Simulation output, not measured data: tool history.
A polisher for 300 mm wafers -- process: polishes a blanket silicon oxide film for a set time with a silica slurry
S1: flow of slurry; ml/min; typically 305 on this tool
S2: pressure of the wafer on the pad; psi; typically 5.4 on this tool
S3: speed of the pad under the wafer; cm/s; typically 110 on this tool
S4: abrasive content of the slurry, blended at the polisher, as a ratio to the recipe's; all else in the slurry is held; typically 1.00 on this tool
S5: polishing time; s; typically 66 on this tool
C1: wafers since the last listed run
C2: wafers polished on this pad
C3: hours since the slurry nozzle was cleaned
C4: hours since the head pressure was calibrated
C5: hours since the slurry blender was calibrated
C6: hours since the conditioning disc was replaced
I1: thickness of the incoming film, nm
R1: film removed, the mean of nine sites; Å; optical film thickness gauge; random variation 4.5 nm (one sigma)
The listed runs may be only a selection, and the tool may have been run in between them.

Run 1, hour 0.0: usual settings; C1 0; C2 507; C3 555.7; C4 1103.0; C5 184.6; C6 505.9; I1 1466.2. Result: R1 2872 Å.
Run 2, hour 10.4: usual settings; C1 107; C2 614; C3 566.1; C4 1113.4; C5 195.0; C6 516.3; I1 1441.1. Result: R1 2846 Å.
Run 3, hour 17.4: usual settings; C1 72; C2 686; C3 573.1; C4 1120.4; C5 202.0; C6 523.3; I1 1460.6. Result: R1 2847 Å.
Run 4, hour 34.5: usual settings but S5 80 s; C1 176; C2 863; C3 590.2; C4 1137.5; C5 219.1; C6 540.4; I1 1452.2. Result: R1 3406 Å.
Run 5, hour 55.2: usual settings but S2 4.7 psi, S4 0.85; C1 213; C2 1076; C3 610.9; C4 1158.2; C5 239.8; C6 561.1; I1 1461.7. Result: R1 2256 Å.
Run 6, hour 67.3: usual settings but S1 340 ml/min; C1 124; C2 1201; C3 623.0; C4 1170.3; C5 251.9; C6 573.2; I1 1488.3. Result: R1 2732 Å.
At hour 75.0: slurry blender recalibrated.
Run 7, hour 75.5: usual settings but S1 340 ml/min; C1 63; C2 1264; C3 631.2; C4 1178.5; C5 0.5; C6 581.4; I1 1486.2. Result: R1 2798 Å.
At hour 80.6: conditioning disc replaced and pad reconditioned.
At hour 81.7: slurry nozzle cleaned.
At hour 88.1: head pressure recalibrated.
At hour 90.3: worn pad replaced by a new one.
Run 8, hour 90.8: usual settings but S3 80 cm/s; C1 82; C2 4; C3 9.1; C4 2.7; C5 15.8; C6 10.2; I1 1438.9. Result: R1 2654 Å.
Run 9, hour 100.7: usual settings but S1 395 ml/min, S3 94 cm/s, S4 0.80, S5 73 s; C1 101; C2 106; C3 19.0; C4 12.6; C5 25.7; C6 20.1; I1 1453.4. Result: R1 2985 Å.
Run 10, hour 109.7: usual settings but S1 395 ml/min, S2 6.3 psi, S3 72 cm/s; C1 92; C2 199; C3 28.0; C4 21.6; C5 34.7; C6 29.1; I1 1489.0. Result: R1 2818 Å.
Run 11, hour 119.4: usual settings but S1 335 ml/min, S2 5.9 psi, S3 128 cm/s, S5 51 s; C1 99; C2 299; C3 37.7; C4 31.3; C5 44.4; C6 38.8; I1 1471.0. Result: R1 2803 Å.
Run 12, hour 134.5: usual settings; C1 155; C2 454; C3 52.8; C4 46.4; C5 59.5; C6 53.9; I1 1452.7. Result: R1 2911 Å.
Run 13, hour 152.1: usual settings; C1 181; C2 636; C3 70.4; C4 64.0; C5 77.1; C6 71.5; I1 1444.5. Result: R1 2857 Å.
Run 14, hour 158.4: usual settings but S1 370 ml/min, S5 73 s; C1 64; C2 701; C3 76.7; C4 70.3; C5 83.4; C6 77.8; I1 1457.4. Result: R1 3213 Å.
Run 15, hour 174.9: usual settings but S2 4.7 psi; C1 169; C2 871; C3 93.2; C4 86.8; C5 99.9; C6 94.3; I1 1439.5. Result: R1 2432 Å.
Run 16, hour 188.8: usual settings; C1 143; C2 1014; C3 107.1; C4 100.7; C5 113.8; C6 108.2; I1 1463.3. Result: R1 2773 Å.
Run 17, hour 200.9: usual settings but S2 6.0 psi; C1 124; C2 1139; C3 119.2; C4 112.8; C5 125.9; C6 120.3; I1 1450.5. Result: R1 3084 Å.

Below, some changes in R1 between adjacent runs. For each, the amount present without the hidden state too (settings, incoming material, random variation) and the amount remaining for the hidden state with gauge scatter not shared by both compared results:
What the log doesn't record here: removal rate lost through wear of the pad, %; slurry flow missing at the pad, %; deviation of the head's pressure from its setpoint, %; abrasive missing from the slurry, %; time polished since the conditioner stopped cutting, s.
Run 4 -> 5: S2 5.4 -> 4.7, S4 1.00 -> 0.85, S5 80 -> 66. R1 -1150 Å: hidden state +152, all else -1302.
Run 7 -> 8: S1 340 -> 305, S3 110 -> 80, conditioning disc replaced and pad reconditioned, slurry nozzle cleaned, head pressure recalibrated, worn pad replaced by a new one. R1 -144 Å: hidden state +470, all else -614.
